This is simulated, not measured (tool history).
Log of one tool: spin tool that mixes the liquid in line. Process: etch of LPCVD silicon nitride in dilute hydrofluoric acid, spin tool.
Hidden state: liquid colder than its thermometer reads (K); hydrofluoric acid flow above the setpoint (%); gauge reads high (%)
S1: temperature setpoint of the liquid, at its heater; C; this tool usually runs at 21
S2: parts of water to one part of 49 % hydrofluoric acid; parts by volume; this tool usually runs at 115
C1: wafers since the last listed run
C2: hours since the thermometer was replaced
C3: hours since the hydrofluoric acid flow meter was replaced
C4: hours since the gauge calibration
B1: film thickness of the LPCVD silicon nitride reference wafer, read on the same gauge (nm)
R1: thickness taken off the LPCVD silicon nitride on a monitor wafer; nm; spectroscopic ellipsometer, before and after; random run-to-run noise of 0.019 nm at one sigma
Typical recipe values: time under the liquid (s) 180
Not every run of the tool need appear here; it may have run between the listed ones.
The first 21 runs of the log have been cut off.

run 22 hour=632.3 | S1=21 S2=90 time_under_the_liquid_(s)=245 | C1=168 C2=469.4 C3=215.1 C4=300 | B1=139.985 | R1=1.018
run 23 hour=659.2 | S1=21 S2=115 time_under_the_liquid_(s)=260 | C1=156 C2=496.3 C3=242 C4=326.9 | B1=140.007 | R1=0.789
run 24 hour=685.4 | S1=21 S2=115 time_under_the_liquid_(s)=180 | C1=152 C2=522.5 C3=268.2 C4=353.1 | B1=140.01 | R1=0.585
run 25 hour=702.1 | S1=17 S2=135 time_under_the_liquid_(s)=150 | C1=97 C2=539.2 C3=284.9 C4=369.8 | B1=139.987 | R1=0.317
run 26 hour=736.5 | S1=19.5 S2=115 time_under_the_liquid_(s)=90 | C1=200 C2=573.6 C3=319.3 C4=404.2 | B1=140.034 | R1=0.273
run 27 hour=763.2 | S1=25 S2=70 time_under_the_liquid_(s)=210 | C1=155 C2=600.3 C3=346 C4=430.9 | B1=139.993 | R1=1.333
run 28 hour=784.5 | S1=17 S2=115 time_under_the_liquid_(s)=90 | C1=124 C2=621.6 C3=367.3 C4=452.2 | B1=139.994 | R1=0.214
run 29 hour=798.3 | S1=18.5 S2=135 time_under_the_liquid_(s)=180 | C1=80 C2=635.4 C3=381.1 C4=466 | B1=139.994 | R1=0.392
run 30 hour=829.7 | S1=24 S2=115 time_under_the_liquid_(s)=180 | C1=183 C2=666.8 C3=412.5 C4=497.4 | B1=140.007 | R1=0.683
run 31 hour=843.6 | S1=21 S2=135 time_under_the_liquid_(s)=180 | C1=81 C2=680.7 C3=426.4 C4=511.3 | B1=139.982 | R1=0.492
run 32 hour=860.2 | S1=25.5 S2=60 time_under_the_liquid_(s)=70 | C1=96 C2=697.3 C3=443 C4=527.9 | B1=139.988 | R1=0.585
run 33 hour=890.3 | S1=23 S2=70 time_under_the_liquid_(s)=265 | C1=175 C2=727.4 C3=473.1 C4=558 | B1=140.005 | R1=1.562

Predict each of these 3 candidate next runs independently; none follows another, all start after run 33:
run A hour=890.8 | S1=21 S2=115 time_under_the_liquid_(s)=180 | C1=2 C2=727.9 C3=473.6 C4=558.5 | B1=? | R1=?
run B hour=890.8 | S1=21 S2=65 time_under_the_liquid_(s)=180 | C1=2 C2=727.9 C3=473.6 C4=558.5 | B1=? | R1=?
run C hour=890.8 | S1=18 S2=90 time_under_the_liquid_(s)=180 | C1=2 C2=727.9 C3=473.6 C4=558.5 | B1=? | R1=?

run=A B1=139.999 R1=0.595
run=B B1=139.999 R1=1.04
run=C B1=139.999 R1=0.616
Without the tool's hidden state the same runs would have given:
run=A R1=0.595
run=B R1=1.04
run=C R1=0.616

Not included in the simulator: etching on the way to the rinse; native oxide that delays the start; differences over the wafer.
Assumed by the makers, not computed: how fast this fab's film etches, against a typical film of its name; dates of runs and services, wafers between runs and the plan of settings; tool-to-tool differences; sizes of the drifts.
